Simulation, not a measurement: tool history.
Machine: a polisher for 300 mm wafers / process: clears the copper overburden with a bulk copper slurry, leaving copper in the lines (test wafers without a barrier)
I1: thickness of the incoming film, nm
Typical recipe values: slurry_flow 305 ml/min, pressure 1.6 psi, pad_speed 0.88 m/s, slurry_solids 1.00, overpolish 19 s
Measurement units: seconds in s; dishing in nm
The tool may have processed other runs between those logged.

{"run": 1, "day": 0.0, "slurry_flow": 305, "pressure": 1.6, "pad_speed": 0.88, "slurry_solids": 1.0, "overpolish": 19, "I1": 677.8, "seconds": 137.5, "dishing": 51.3}
{"run": 2, "day": 1.638, "slurry_flow": 305, "pressure": 1.6, "pad_speed": 0.88, "slurry_solids": 1.0, "overpolish": 19, "I1": 669.3, "seconds": 131.6, "dishing": 53.1}
{"run": 3, "day": 4.067, "slurry_flow": 305, "pressure": 1.6, "pad_speed": 0.88, "slurry_solids": 1.0, "overpolish": 19, "I1": 666.5, "seconds": 135.9, "dishing": 52.8}
{"run": 4, "day": 6.583, "slurry_flow": 305, "pressure": 1.6, "pad_speed": 0.88, "slurry_solids": 1.0, "overpolish": 19, "I1": 676.0, "seconds": 139.9, "dishing": 53.7}
{"run": 5, "day": 7.854, "slurry_flow": 305, "pressure": 1.6, "pad_speed": 0.88, "slurry_solids": 1.0, "overpolish": 26, "I1": 683.9, "seconds": 145.0, "dishing": 66.0}
{"run": 6, "day": 9.333, "slurry_flow": 335, "pressure": 1.6, "pad_speed": 0.88, "slurry_solids": 1.0, "overpolish": 14, "I1": 676.3, "seconds": 140.2, "dishing": 41.5}
{"run": 7, "day": 10.95, "slurry_flow": 305, "pressure": 1.6, "pad_speed": 0.88, "slurry_solids": 1.0, "overpolish": 19, "I1": 680.4, "seconds": 142.3, "dishing": 51.5}
{"run": 8, "day": 12.167, "slurry_flow": 305, "pressure": 1.6, "pad_speed": 0.88, "slurry_solids": 1.0, "overpolish": 19, "I1": 677.7, "seconds": 148.9, "dishing": 50.4}
{"day": 14.433, "done": "slurry blender recalibrated"}
{"run": 9, "day": 14.612, "slurry_flow": 305, "pressure": 1.6, "pad_speed": 0.88, "slurry_solids": 1.0, "overpolish": 19, "I1": 673.4, "seconds": 138.8, "dishing": 56.1}
{"day": 16.121, "done": "worn pad replaced by a new one"}
{"run": 10, "day": 17.529, "slurry_flow": 305, "pressure": 1.6, "pad_speed": 0.88, "slurry_solids": 1.0, "overpolish": 19, "I1": 675.9, "seconds": 134.4, "dishing": 55.4}
{"run": 11, "day": 18.888, "slurry_flow": 305, "pressure": 1.6, "pad_speed": 0.88, "slurry_solids": 1.0, "overpolish": 19, "I1": 689.2, "seconds": 141.9, "dishing": 55.8}
{"day": 19.425, "done": "slurry nozzle cleaned"}
{"run": 12, "day": 21.883, "slurry_flow": 305, "pressure": 1.6, "pad_speed": 0.66, "slurry_solids": 1.0, "overpolish": 19, "I1": 682.8, "seconds": 178.0, "dishing": 44.4}
{"run": 13, "day": 24.621, "slurry_flow": 305, "pressure": 1.6, "pad_speed": 0.88, "slurry_solids": 1.0, "overpolish": 19, "I1": 667.9, "seconds": 140.6, "dishing": 53.5}
{"run": 14, "day": 25.85, "slurry_flow": 305, "pressure": 1.9, "pad_speed": 0.88, "slurry_solids": 1.1, "overpolish": 11, "I1": 685.0, "seconds": 116.4, "dishing": 40.2}
{"day": 30.425, "done": "head pressure recalibrated"}
{"run": 15, "day": 31.404, "slurry_flow": 305, "pressure": 1.6, "pad_speed": 1.06, "slurry_solids": 1.15, "overpolish": 30, "I1": 676.8, "seconds": 119.9, "dishing": 80.6}
{"run": 16, "day": 32.842, "slurry_flow": 305, "pressure": 1.6, "pad_speed": 1.06, "slurry_solids": 1.15, "overpolish": 28, "I1": 668.7, "seconds": 115.7, "dishing": 74.4}
{"day": 33.767, "done": "slurry blender recalibrated"}
{"run": 17, "day": 34.588, "slurry_flow": 305, "pressure": 1.3, "pad_speed": 0.78, "slurry_solids": 0.9, "overpolish": 27, "I1": 669.3, "seconds": 189.6, "dishing": 55.2}
{"run": 18, "day": 36.804, "slurry_flow": 305, "pressure": 1.6, "pad_speed": 0.88, "slurry_solids": 1.0, "overpolish": 19, "I1": 673.2, "seconds": 134.3, "dishing": 55.0}
{"run": 19, "day": 39.375, "slurry_flow": 245, "pressure": 1.6, "pad_speed": 0.88, "slurry_solids": 0.75, "overpolish": 16, "I1": 672.5, "seconds": 148.2, "dishing": 44.9}
{"day": 39.875, "done": "worn pad replaced by a new one"}
{"run": 20, "day": 42.071, "slurry_flow": 305, "pressure": 1.6, "pad_speed": 0.88, "slurry_solids": 1.0, "overpolish": 19, "I1": 683.7, "seconds": 138.7, "dishing": 54.7}
{"day": 43.779, "done": "slurry nozzle cleaned"}
{"run": 21, "day": 44.179, "slurry_flow": 350, "pressure": 1.6, "pad_speed": 0.88, "slurry_solids": 1.0, "overpolish": 19, "I1": 674.4, "seconds": 140.4, "dishing": 53.2}
{"run": 22, "day": 46.662, "slurry_flow": 305, "pressure": 1.9, "pad_speed": 0.88, "slurry_solids": 0.9, "overpolish": 19, "I1": 666.5, "seconds": 119.0, "dishing": 62.0}
{"run": 23, "day": 48.258, "slurry_flow": 305, "pressure": 2.1, "pad_speed": 0.74, "slurry_solids": 1.0, "overpolish": 19, "I1": 674.1, "seconds": 121.6, "dishing": 60.1}
{"run": 24, "day": 50.725, "slurry_flow": 305, "pressure": 1.9, "pad_speed": 1.14, "slurry_solids": 1.0, "overpolish": 19, "I1": 669.1, "seconds": 95.5, "dishing": 70.7}
{"run": 25, "day": 52.108, "slurry_flow": 305, "pressure": 1.6, "pad_speed": 0.88, "slurry_solids": 1.0, "overpolish": 19, "I1": 669.1, "seconds": 140.1, "dishing": 51.1}
{"run": 26, "day": 55.071, "slurry_flow": 305, "pressure": 1.6, "pad_speed": 0.64, "slurry_solids": 1.25, "overpolish": 19, "I1": 673.5, "seconds": 192.2, "dishing": 43.2}
{"day": 56.304, "done": "slurry blender recalibrated"}
{"run": 27, "day": 56.475, "slurry_flow": 225, "pressure": 1.6, "pad_speed": 0.66, "slurry_solids": 1.0, "overpolish": 19, "I1": 671.5, "seconds": 177.8, "dishing": 43.3}

5 ways to go on from here, each from the tool as it stands after run 27. What would each give?
{"run": "A", "day": 56.496, "slurry_flow": 305, "pressure": 1.6, "pad_speed": 0.88, "slurry_solids": 1.0, "overpolish": 19, "I1": 669.5, "seconds": "?", "dishing": "?"}
{"run": "B", "day": 56.496, "slurry_flow": 265, "pressure": 2.1, "pad_speed": 0.88, "slurry_solids": 0.85, "overpolish": 29, "I1": 669.5, "seconds": "?", "dishing": "?"}
{"run": "C", "day": 56.496, "slurry_flow": 305, "pressure": 1.3, "pad_speed": 0.88, "slurry_solids": 1.0, "overpolish": 19, "I1": 669.5, "seconds": "?", "dishing": "?"}
{"run": "D", "day": 56.496, "slurry_flow": 275, "pressure": 1.6, "pad_speed": 0.88, "slurry_solids": 1.0, "overpolish": 19, "I1": 669.5, "seconds": "?", "dishing": "?"}
{"run": "E", "day": 56.496, "slurry_flow": 305, "pressure": 1.6, "pad_speed": 0.96, "slurry_solids": 1.0, "overpolish": 19, "I1": 669.5, "seconds": "?", "dishing": "?"}

run=A seconds=134.7 dishing=55.8
run=B seconds=106.8 dishing=90.7
run=C seconds=165.8 dishing=46.5
run=D seconds=135.9 dishing=55.4
run=E seconds=124.7 dishing=59.1
Without the tool's unlogged condition, the same runs would have read:
run=A seconds=134.5 dishing=55.8
run=B seconds=106.6 dishing=90.7
run=C seconds=165.5 dishing=46.6
run=D seconds=135.7 dishing=55.5
run=E seconds=124.5 dishing=59.1
